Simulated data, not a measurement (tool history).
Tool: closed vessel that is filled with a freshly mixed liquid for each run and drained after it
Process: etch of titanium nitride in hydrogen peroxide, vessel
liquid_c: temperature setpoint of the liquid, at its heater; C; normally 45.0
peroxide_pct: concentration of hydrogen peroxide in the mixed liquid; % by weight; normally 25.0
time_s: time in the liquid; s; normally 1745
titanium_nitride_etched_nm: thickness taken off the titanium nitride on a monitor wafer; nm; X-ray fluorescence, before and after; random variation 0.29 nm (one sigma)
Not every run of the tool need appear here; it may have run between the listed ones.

| run | hour | liquid_c | peroxide_pct | time_s | wafers since the last listed run | hours since the thermometer was replaced | hours since the peroxide flow meter was replaced | hours since the drum of peroxide was connected | hours since the gauge calibration | read-back film thickness of the titanium nitride reference wafer, read on the same gauge (nm) | titanium_nitride_etched_nm |
|---|---|---|---|---|---|---|---|---|---|---|---|
| 1 | 0.0 | 48.0 | 25.0 | 1400 | 0 | 2212.6 | 1471.9 | 856.4 | 3588.2 | 90.03 | 36.19 |
| 2 | 44.6 | 45.0 | 28.5 | 1745 | 1885 | 2257.2 | 1516.5 | 901.0 | 3632.8 | 89.96 | 37.69 |
|  | 108.1 | thermometer replaced |
|  | 120.1 | gauge calibrated |
| 3 | 206.0 | 45.0 | 28.5 | 1745 | 6780 | 97.9 | 1677.9 | 1062.4 | 85.9 | 90.05 | 36.03 |
|  | 252.8 | new drum of peroxide connected |
| 4 | 503.6 | 45.0 | 25.0 | 1745 | 12537 | 395.5 | 1975.5 | 250.8 | 383.5 | 89.98 | 34.99 |
| 5 | 546.7 | 51.5 | 25.0 | 1745 | 1821 | 438.6 | 2018.6 | 293.9 | 426.6 | 89.99 | 56.27 |
| 6 | 586.4 | 45.0 | 25.0 | 1745 | 1678 | 478.3 | 2058.3 | 333.6 | 466.3 | 90.01 | 35.10 |
| 7 | 649.9 | 54.5 | 21.5 | 1015 | 2684 | 541.8 | 2121.8 | 397.1 | 529.8 | 90.01 | 39.53 |
|  | 732.7 | peroxide flow meter replaced |
| 8 | 735.7 | 45.0 | 25.0 | 2225 | 3584 | 627.6 | 3.0 | 482.9 | 615.6 | 89.99 | 45.41 |
| 9 | 790.5 | 45.0 | 25.0 | 1745 | 2316 | 682.4 | 57.8 | 537.7 | 670.4 | 89.99 | 35.42 |
| 10 | 864.3 | 41.5 | 30.0 | 1745 | 3119 | 756.2 | 131.6 | 611.5 | 744.2 | 89.98 | 27.93 |
| 11 | 955.7 | 37.0 | 21.5 | 2745 | 3863 | 847.6 | 223.0 | 702.9 | 835.6 | 90.02 | 29.71 |
| 12 | 1043.9 | 45.0 | 17.5 | 1745 | 3728 | 935.8 | 311.2 | 791.1 | 923.8 | 89.96 | 33.13 |
| 13 | 1140.2 | 39.5 | 25.0 | 2180 | 4070 | 1032.1 | 407.5 | 887.4 | 1020.1 | 90.01 | 29.33 |
| 14 | 1184.3 | 45.0 | 25.0 | 1435 | 1864 | 1076.2 | 451.6 | 931.5 | 1064.2 | 89.97 | 29.24 |
| 15 | 1427.2 | 45.0 | 25.0 | 1435 | 10267 | 1319.1 | 694.5 | 1174.4 | 1307.1 | 90.03 | 29.67 |
|  | 1493.9 | new drum of peroxide connected |
| 16 | 1494.4 | 45.0 | 25.0 | 1745 | 2798 | 1386.3 | 761.7 | 0.5 | 1374.3 | 90.01 | 36.15 |

Forecast run 17:
| 17 | 1589.1 | 51.5 | 29.0 | 1230 | 4003 | 1481.0 | 856.4 | 95.2 | 1469.0 | ? | ? |

{"run 17": {"read-back film thickness of the titanium nitride reference wafer, read on the same gauge (nm)": 90.02, "titanium_nitride_etched_nm": 42.52}}
Were there no unlogged condition in the tool, this run, its random variation unchanged, would have produced titanium_nitride_etched_nm 40.68 nm.

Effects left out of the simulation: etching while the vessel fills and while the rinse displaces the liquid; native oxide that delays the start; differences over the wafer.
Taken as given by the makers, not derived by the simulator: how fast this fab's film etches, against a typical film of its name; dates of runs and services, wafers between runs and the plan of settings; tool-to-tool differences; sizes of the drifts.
